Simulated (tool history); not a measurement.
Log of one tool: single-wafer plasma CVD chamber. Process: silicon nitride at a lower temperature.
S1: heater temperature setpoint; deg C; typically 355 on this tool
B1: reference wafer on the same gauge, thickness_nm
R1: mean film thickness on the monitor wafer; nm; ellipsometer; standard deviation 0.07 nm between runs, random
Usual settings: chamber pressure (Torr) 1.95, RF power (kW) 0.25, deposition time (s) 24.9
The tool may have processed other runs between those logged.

Run 1, hour 0: usual settings; B1 32.215. Result: R1 28.258 nm.
At hour 20.3: gauge calibrated.
Run 2, hour 31.4: usual settings but chamber pressure (Torr) 1.83, deposition time (s) 27; B1 32.206. Result: R1 30.145 nm.
At hour 85.7: showerhead replaced.
Run 3, hour 91.2: usual settings but S1 365 deg C; B1 32.204. Result: R1 28.245 nm.
At hour 127: RF generator calibrated.
Run 4, hour 129.3: usual settings but S1 365 deg C; B1 32.22. Result: R1 28.603 nm.
Run 5, hour 179.9: usual settings; B1 32.187. Result: R1 28.519 nm.
At hour 216: capacitance manometer re-zeroed and calibrated.
Run 6, hour 241.5: usual settings; B1 32.207. Result: R1 28.641 nm.
Run 7, hour 277.1: usual settings but RF power (kW) 0.26, deposition time (s) 26.5; B1 32.194. Result: R1 31.045 nm.
Run 8, hour 331: usual settings; B1 32.229. Result: R1 28.491 nm.
Run 9, hour 377.5: usual settings; B1 32.209. Result: R1 28.411 nm.
Run 10, hour 403.2: usual settings; B1 32.193. Result: R1 28.554 nm.
Run 11, hour 448.8: usual settings but chamber pressure (Torr) 1.77, RF power (kW) 0.3, deposition time (s) 22.9; B1 32.192. Result: R1 28.108 nm.
Run 12, hour 503.4: usual settings but S1 366 deg C, chamber pressure (Torr) 2.18, RF power (kW) 0.29, deposition time (s) 20.4; B1 32.223. Result: R1 25.778 nm.
Run 13, hour 528.8: usual settings; B1 32.201. Result: R1 28.263 nm.
Run 14, hour 573.9: usual settings but S1 342 deg C, chamber pressure (Torr) 2.19, RF power (kW) 0.29, deposition time (s) 27.5; B1 32.2. Result: R1 34.993 nm.
Run 15, hour 606.4: usual settings but RF power (kW) 0.26, deposition time (s) 26.5; B1 32.2. Result: R1 30.812 nm.
Run 16, hour 675.4: usual settings but chamber pressure (Torr) 2.36, RF power (kW) 0.21, deposition time (s) 20.7; B1 32.18. Result: R1 22.505 nm.
Run 17, hour 745.3: usual settings but S1 369 deg C, chamber pressure (Torr) 1.67, RF power (kW) 0.205, deposition time (s) 29.6; B1 32.175. Result: R1 28.845 nm.
Run 18, hour 774.6: usual settings but deposition time (s) 20.9; B1 32.182. Result: R1 23.847 nm.
Run 19, hour 805.3: usual settings but S1 348 deg C, chamber pressure (Torr) 1.47, RF power (kW) 0.23, deposition time (s) 22.7; B1 32.209. Result: R1 22.925 nm.
Run 20, hour 853.3: usual settings; B1 32.21. Result: R1 28.32 nm.
Run 21, hour 921: usual settings but RF power (kW) 0.275; B1 32.188. Result: R1 29.781 nm.
Run 22, hour 955.8: usual settings but S1 364 deg C, chamber pressure (Torr) 2.13, RF power (kW) 0.295, deposition time (s) 28.9; B1 32.182. Result: R1 36.58 nm.
At hour 971.5: RF generator calibrated.
Run 23, hour 987.7: usual settings but RF power (kW) 0.22; B1 32.225. Result: R1 26.74 nm.
Run 24, hour 1050.6: usual settings but chamber pressure (Torr) 1.77, RF power (kW) 0.3, deposition time (s) 29.8; B1 32.187. Result: R1 36.717 nm.
Run 25, hour 1105.9: usual settings but deposition time (s) 27.2; B1 32.183. Result: R1 31.099 nm.
Run 26, hour 1144: usual settings but S1 366 deg C, chamber pressure (Torr) 2.35, deposition time (s) 20.2; B1 32.208. Result: R1 24.167 nm.
Run 27, hour 1185.4: usual settings; B1 32.2. Result: R1 28.539 nm.

Consider 5 possible next runs. They are alternatives, not a sequence: every one starts from the tool as it was left by run 27. What does each give?
Run A, hour 1185.8: usual settings; B1 ?. Result: R1 ?.
Run B, hour 1185.8: usual settings but chamber pressure (Torr) 1.78, RF power (kW) 0.295; B1 ?. Result: R1 ?.
Run C, hour 1185.8: usual settings but chamber pressure (Torr) 2.21; B1 ?. Result: R1 ?.
Run D, hour 1185.8: usual settings but RF power (kW) 0.2; B1 ?. Result: R1 ?.
Run E, hour 1185.8: usual settings but S1 346 deg C; B1 ?. Result: R1 ?.

run      B1      R1
  A  32.203   28.48
  B  32.203  30.435
  C  32.203  29.376
  D  32.203  25.248
  E  32.203  28.587
Stripped of hidden state, with their random variation kept, the same runs would have yielded:
run      R1
  A  28.728
  B  30.691
  C  29.632
  D  25.478
  E  28.836
